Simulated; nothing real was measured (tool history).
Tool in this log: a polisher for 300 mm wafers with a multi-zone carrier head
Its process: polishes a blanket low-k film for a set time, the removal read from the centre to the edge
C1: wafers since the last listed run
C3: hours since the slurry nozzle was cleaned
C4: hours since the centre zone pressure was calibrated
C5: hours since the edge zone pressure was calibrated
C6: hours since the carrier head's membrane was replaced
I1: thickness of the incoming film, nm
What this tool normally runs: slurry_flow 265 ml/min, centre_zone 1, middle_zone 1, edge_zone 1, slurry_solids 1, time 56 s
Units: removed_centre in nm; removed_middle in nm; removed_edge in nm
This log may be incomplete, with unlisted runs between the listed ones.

run 1 hour=0 | slurry_flow=265 centre_zone=1 middle_zone=1 edge_zone=1 slurry_solids=1 time=56 | C1=0 wafers_polished_on_this_pad=1290 C3=287.6 C4=328.9 C5=133.8 C6=1120.3 | I1=707.6 | removed_centre=15.1 removed_middle=14.9 removed_edge=14.9
run 2 hour=83.7 | slurry_flow=265 centre_zone=1 middle_zone=1 edge_zone=1 slurry_solids=1 time=56 | C1=589 wafers_polished_on_this_pad=1880 C3=371.3 C4=412.6 C5=217.5 C6=1204 | I1=704.9 | removed_centre=14.6 removed_middle=14.5 removed_edge=14.9
-- hour=131.8 worn pad replaced by a new one
run 3 hour=144.9 | slurry_flow=265 centre_zone=1 middle_zone=1 edge_zone=1 slurry_solids=1 time=56 | C1=403 wafers_polished_on_this_pad=92 C3=432.5 C4=473.8 C5=278.7 C6=1265.2 | I1=718 | removed_centre=15.6 removed_middle=15.8 removed_edge=16.4
run 4 hour=248 | slurry_flow=265 centre_zone=1 middle_zone=1 edge_zone=1 slurry_solids=1 time=56 | C1=726 wafers_polished_on_this_pad=819 C3=535.6 C4=576.9 C5=381.8 C6=1368.3 | I1=708.9 | removed_centre=15.6 removed_middle=15 removed_edge=15.5
-- hour=273.6 slurry nozzle cleaned
-- hour=324.1 centre zone pressure recalibrated
run 5 hour=335.1 | slurry_flow=265 centre_zone=1 middle_zone=1 edge_zone=1.06 slurry_solids=1 time=56 | C1=592 wafers_polished_on_this_pad=1411 C3=61.5 C4=11 C5=468.9 C6=1455.4 | I1=709.1 | removed_centre=15.1 removed_middle=15.1 removed_edge=15.6
run 6 hour=408.1 | slurry_flow=265 centre_zone=1 middle_zone=1 edge_zone=1.06 slurry_solids=1 time=56 | C1=514 wafers_polished_on_this_pad=1926 C3=134.5 C4=84 C5=541.9 C6=1528.4 | I1=701.9 | removed_centre=14.9 removed_middle=14.6 removed_edge=15.3
run 7 hour=513.8 | slurry_flow=265 centre_zone=1 middle_zone=1 edge_zone=1.06 slurry_solids=1 time=56 | C1=745 wafers_polished_on_this_pad=2671 C3=240.2 C4=189.7 C5=647.6 C6=1634.1 | I1=721.9 | removed_centre=15 removed_middle=14.9 removed_edge=15.5
-- hour=518.2 worn pad replaced by a new one
run 8 hour=588.3 | slurry_flow=265 centre_zone=1 middle_zone=1 edge_zone=1.09 slurry_solids=1 time=56 | C1=496 wafers_polished_on_this_pad=494 C3=314.7 C4=264.2 C5=722.1 C6=1708.6 | I1=718.9 | removed_centre=13.9 removed_middle=13.6 removed_edge=14.4
run 9 hour=689 | slurry_flow=265 centre_zone=1 middle_zone=1 edge_zone=1.09 slurry_solids=1 time=56 | C1=709 wafers_polished_on_this_pad=1203 C3=415.4 C4=364.9 C5=822.8 C6=1809.3 | I1=709.2 | removed_centre=13.7 removed_middle=13.5 removed_edge=14.3
-- hour=698.9 edge zone pressure recalibrated
-- hour=777.3 slurry nozzle cleaned
run 10 hour=790.4 | slurry_flow=265 centre_zone=1 middle_zone=1 edge_zone=1.09 slurry_solids=1 time=56 | C1=693 wafers_polished_on_this_pad=1897 C3=13.1 C4=466.3 C5=91.5 C6=1910.7 | I1=710.1 | removed_centre=13.1 removed_middle=13.1 removed_edge=14.1
-- hour=854.2 worn pad replaced by a new one, repeated, since the last time left the tool worse
run 11 hour=896.8 | slurry_flow=265 centre_zone=0.95 middle_zone=1 edge_zone=1 slurry_solids=1 time=56 | C1=721 wafers_polished_on_this_pad=300 C3=119.5 C4=572.7 C5=197.9 C6=2017.1 | I1=710.3 | removed_centre=15 removed_middle=15.6 removed_edge=15.5
-- hour=906.5 carrier head's membrane replaced by a new one
-- hour=931 centre zone pressure recalibrated
run 12 hour=970.2 | slurry_flow=205 centre_zone=1 middle_zone=1 edge_zone=1.07 slurry_solids=1 time=56 | C1=468 wafers_polished_on_this_pad=768 C3=192.9 C4=39.2 C5=271.3 C6=63.7 | I1=718.5 | removed_centre=14.7 removed_middle=14.5 removed_edge=15.4
run 13 hour=1055.6 | slurry_flow=265 centre_zone=1 middle_zone=1 edge_zone=1 slurry_solids=1 time=45 | C1=601 wafers_polished_on_this_pad=1370 C3=278.3 C4=124.6 C5=356.7 C6=149.1 | I1=713.8 | removed_centre=12.1 removed_middle=11.6 removed_edge=11.9
run 14 hour=1149.4 | slurry_flow=265 centre_zone=0.89 middle_zone=1.05 edge_zone=1.08 slurry_solids=0.8 time=56 | C1=661 wafers_polished_on_this_pad=2031 C3=372.1 C4=218.4 C5=450.5 C6=242.9 | I1=708.4 | removed_centre=11.8 removed_middle=13.9 removed_edge=13.9
-- hour=1177.7 worn pad replaced by a new one
run 15 hour=1204.3 | slurry_flow=265 centre_zone=1.04 middle_zone=1 edge_zone=1 slurry_solids=1 time=56 | C1=358 wafers_polished_on_this_pad=187 C3=427 C4=273.3 C5=505.4 C6=297.8 | I1=697.4 | removed_centre=16.4 removed_middle=15.7 removed_edge=15.7
run 16 hour=1280.8 | slurry_flow=265 centre_zone=1 middle_zone=1 edge_zone=1.09 slurry_solids=1 time=56 | C1=539 wafers_polished_on_this_pad=726 C3=503.5 C4=349.8 C5=581.9 C6=374.3 | I1=716.3 | removed_centre=15.5 removed_middle=15.1 removed_edge=16
-- hour=1346.3 slurry nozzle cleaned
run 17 hour=1353.4 | slurry_flow=265 centre_zone=1.04 middle_zone=1.07 edge_zone=1.09 slurry_solids=1 time=56 | C1=504 wafers_polished_on_this_pad=1231 C3=7.1 C4=422.4 C5=654.5 C6=446.9 | I1=709.1 | removed_centre=15.8 removed_middle=15.6 removed_edge=15.9
run 18 hour=1419.3 | slurry_flow=265 centre_zone=1 middle_zone=1 edge_zone=1 slurry_solids=1 time=40 | C1=464 wafers_polished_on_this_pad=1695 C3=73 C4=488.3 C5=720.4 C6=512.8 | I1=709.1 | removed_centre=10.5 removed_middle=10.5 removed_edge=10.5
run 19 hour=1474 | slurry_flow=265 centre_zone=1.07 middle_zone=1 edge_zone=1.05 slurry_solids=1 time=68 | C1=385 wafers_polished_on_this_pad=2081 C3=127.7 C4=543 C5=775.1 C6=567.5 | I1=707.1 | removed_centre=19.3 removed_middle=17.8 removed_edge=18.3
-- hour=1538.5 worn pad replaced by a new one
run 20 hour=1578.9 | slurry_flow=265 centre_zone=1 middle_zone=1 edge_zone=1 slurry_solids=1 time=56 | C1=711 wafers_polished_on_this_pad=284 C3=232.6 C4=647.9 C5=880 C6=672.4 | I1=723.9 | removed_centre=15.7 removed_middle=15.2 removed_edge=15.9
run 21 hour=1638.6 | slurry_flow=265 centre_zone=1 middle_zone=1 edge_zone=1 slurry_solids=1 time=56 | C1=420 wafers_polished_on_this_pad=705 C3=292.3 C4=707.6 C5=939.7 C6=732.1 | I1=696 | removed_centre=15 removed_middle=15.1 removed_edge=15.5
-- hour=1645.3 centre zone pressure recalibrated
-- hour=1682.7 edge zone pressure recalibrated
run 22 hour=1715.6 | slurry_flow=265 centre_zone=1 middle_zone=1 edge_zone=1 slurry_solids=1 time=56 | C1=514 wafers_polished_on_this_pad=1220 C3=369.3 C4=70.3 C5=32.9 C6=809.1 | I1=702.2 | removed_centre=15.1 removed_middle=15.2 removed_edge=15.3

Take each entry between the runs: how does the hidden state at the last listed run before it differ from the hidden state at the first listed run after it?
From run 2 to run 3: worn pad replaced by a new one (hour 131.8)
  removal rate lost through wear of the pad, %: 7.64 -> 0.804
  what was measured, less what the result would be without the hidden state, removed_centre: -1.3 -> -0.1 nm; removed_middle: -1.2 -> -0.1 nm; removed_edge: -1.3 -> -0.1 nm
From run 4 to run 5: slurry nozzle cleaned (hour 273.6); centre zone pressure recalibrated (hour 324.1)
  removal rate lost through wear of the pad, %: 4.74 -> 6.17
  what was measured, less what the result would be without the hidden state, removed_centre: -0.7 -> -1 nm; removed_middle: -0.8 -> -0.9 nm; removed_edge: -0.8 -> -1 nm
From run 7 to run 8: worn pad replaced by a new one (hour 518.2)
  removal rate lost through wear of the pad, %: 7.16 -> 14.6
  what was measured, less what the result would be without the hidden state, removed_centre: -1.2 -> -2.4 nm; removed_middle: -1.2 -> -2.4 nm; removed_edge: -1.2 -> -2.4 nm
From run 9 to run 10: edge zone pressure recalibrated (hour 698.9); slurry nozzle cleaned (hour 777.3)
  removal rate lost through wear of the pad, %: 16.9 -> 17.9
  what was measured, less what the result would be without the hidden state, removed_centre: -2.7 -> -2.9 nm; removed_middle: -2.7 -> -2.9 nm; removed_edge: -2.9 -> -3 nm
From run 10 to run 11: worn pad replaced by a new one, repeated, since the last time left the tool worse (hour 854.2)
  removal rate lost through wear of the pad, %: 17.9 -> 3.23
  what was measured, less what the result would be without the hidden state, removed_centre: -2.9 -> -0.5 nm; removed_middle: -2.9 -> -0.5 nm; removed_edge: -3 -> -0.5 nm
From run 11 to run 12: carrier head's membrane replaced by a new one (hour 906.5); centre zone pressure recalibrated (hour 931)
  removal rate lost through wear of the pad, %: 3.23 -> 5.65
  what was measured, less what the result would be without the hidden state, removed_centre: -0.5 -> -0.9 nm; removed_middle: -0.5 -> -0.9 nm; removed_edge: -0.5 -> -0.9 nm
From run 14 to run 15: worn pad replaced by a new one (hour 1177.7)
  removal rate lost through wear of the pad, %: 7.78 -> 2.48
  what was measured, less what the result would be without the hidden state, removed_centre: -1 -> -0.4 nm; removed_middle: -1.2 -> -0.4 nm; removed_edge: -1.2 -> -0.4 nm
From run 16 to run 17: slurry nozzle cleaned (hour 1346.3)
  removal rate lost through wear of the pad, %: 5.35 -> 6.77
  what was measured, less what the result would be without the hidden state, removed_centre: -0.8 -> -1.2 nm; removed_middle: -0.8 -> -1.2 nm; removed_edge: -0.9 -> -1.1 nm
From run 19 to run 20: worn pad replaced by a new one (hour 1538.5)
  removal rate lost through wear of the pad, %: 7.81 -> 2.34
  what was measured, less what the result would be without the hidden state, removed_centre: -1.6 -> -0.4 nm; removed_middle: -1.5 -> -0.4 nm; removed_edge: -1.6 -> -0.4 nm
From run 21 to run 22: centre zone pressure recalibrated (hour 1645.3); edge zone pressure recalibrated (hour 1682.7)
  removal rate lost through wear of the pad, %: 4.46 -> 5.97
  what was measured, less what the result would be without the hidden state, removed_centre: -0.7 -> -1 nm; removed_middle: -0.7 -> -1 nm; removed_edge: -0.7 -> -1 nm
